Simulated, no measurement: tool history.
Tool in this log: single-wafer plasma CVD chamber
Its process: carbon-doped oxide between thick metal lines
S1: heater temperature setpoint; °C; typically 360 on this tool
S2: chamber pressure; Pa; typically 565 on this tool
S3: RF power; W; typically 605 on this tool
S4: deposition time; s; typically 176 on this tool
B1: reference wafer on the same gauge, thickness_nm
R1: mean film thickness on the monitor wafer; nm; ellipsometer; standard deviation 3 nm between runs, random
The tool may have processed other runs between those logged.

{"run": 1, "hour": 0.0, "S1": 360, "S2": 565, "S3": 605, "S4": 176, "B1": 924.635, "R1": 860.523}
{"run": 2, "hour": 26.2, "S1": 360, "S2": 565, "S3": 605, "S4": 176, "B1": 925.119, "R1": 859.49}
{"run": 3, "hour": 82.4, "S1": 360, "S2": 565, "S3": 605, "S4": 176, "B1": 925.262, "R1": 854.606}
{"run": 4, "hour": 111.5, "S1": 360, "S2": 565, "S3": 605, "S4": 176, "B1": 924.97, "R1": 851.576}
{"run": 5, "hour": 177.9, "S1": 360, "S2": 565, "S3": 605, "S4": 176, "B1": 925.065, "R1": 853.617}
{"run": 6, "hour": 228.5, "S1": 360, "S2": 565, "S3": 525, "S4": 176, "B1": 924.478, "R1": 770.578}
{"run": 7, "hour": 283.7, "S1": 360, "S2": 565, "S3": 605, "S4": 176, "B1": 925.197, "R1": 852.429}
{"run": 8, "hour": 347.7, "S1": 360, "S2": 565, "S3": 605, "S4": 176, "B1": 925.149, "R1": 855.025}
{"run": 9, "hour": 407.4, "S1": 360, "S2": 565, "S3": 605, "S4": 176, "B1": 925.29, "R1": 859.591}
{"hour": 416.1, "done": "capacitance manometer re-zeroed and calibrated"}
{"hour": 420.5, "done": "gauge calibrated"}
{"hour": 433.6, "done": "thermocouple changed; heater temperature recalibrated"}
{"run": 10, "hour": 434.4, "S1": 360, "S2": 565, "S3": 605, "S4": 176, "B1": 925.145, "R1": 849.883}
{"run": 11, "hour": 472.0, "S1": 360, "S2": 565, "S3": 605, "S4": 176, "B1": 924.695, "R1": 853.929}
{"run": 12, "hour": 497.5, "S1": 360, "S2": 639, "S3": 690, "S4": 176, "B1": 924.591, "R1": 955.184}
{"hour": 536.9, "done": "RF generator calibrated"}
{"hour": 571.4, "done": "showerhead replaced"}
{"run": 13, "hour": 571.9, "S1": 360, "S2": 565, "S3": 605, "S4": 149, "B1": 924.901, "R1": 721.679}
{"run": 14, "hour": 612.1, "S1": 360, "S2": 565, "S3": 605, "S4": 176, "B1": 925.019, "R1": 849.124}
{"run": 15, "hour": 709.6, "S1": 360, "S2": 631, "S3": 605, "S4": 176, "B1": 924.996, "R1": 870.099}
{"run": 16, "hour": 755.2, "S1": 360, "S2": 565, "S3": 605, "S4": 176, "B1": 924.523, "R1": 856.338}
{"run": 17, "hour": 824.5, "S1": 360, "S2": 565, "S3": 675, "S4": 176, "B1": 924.529, "R1": 927.077}
{"run": 18, "hour": 872.5, "S1": 349, "S2": 565, "S3": 605, "S4": 157, "B1": 925.361, "R1": 786.76}
{"run": 19, "hour": 963.9, "S1": 355, "S2": 565, "S3": 605, "S4": 195, "B1": 925.399, "R1": 960.171}
{"run": 20, "hour": 1029.3, "S1": 372, "S2": 565, "S3": 605, "S4": 176, "B1": 925.624, "R1": 829.387}
{"run": 21, "hour": 1077.5, "S1": 360, "S2": 687, "S3": 605, "S4": 176, "B1": 925.594, "R1": 878.798}
{"run": 22, "hour": 1142.5, "S1": 360, "S2": 565, "S3": 605, "S4": 176, "B1": 924.943, "R1": 854.83}

List, for all runs, the conditions of the tool that the log does not record:
wafer temperature above the value expected at the setpoint (K): 0, the same for each run
delivered RF power above the setpoint (%): 0, the same for each run
gauge reads high (%): 0, the same for each run
H1: true pressure above the setpoint (%)
run=1 H1=5.73
run=2 H1=5.91
run=3 H1=6.28
run=4 H1=6.48
run=5 H1=6.92
run=6 H1=7.26
run=7 H1=7.63
run=8 H1=8.06
run=9 H1=8.46
run=10 H1=1.2
run=11 H1=1.45
run=12 H1=1.62
run=13 H1=2.12
run=14 H1=2.39
run=15 H1=3.04
run=16 H1=3.35
run=17 H1=3.81
run=18 H1=4.13
run=19 H1=4.75
run=20 H1=5.19
run=21 H1=5.51
run=22 H1=5.94
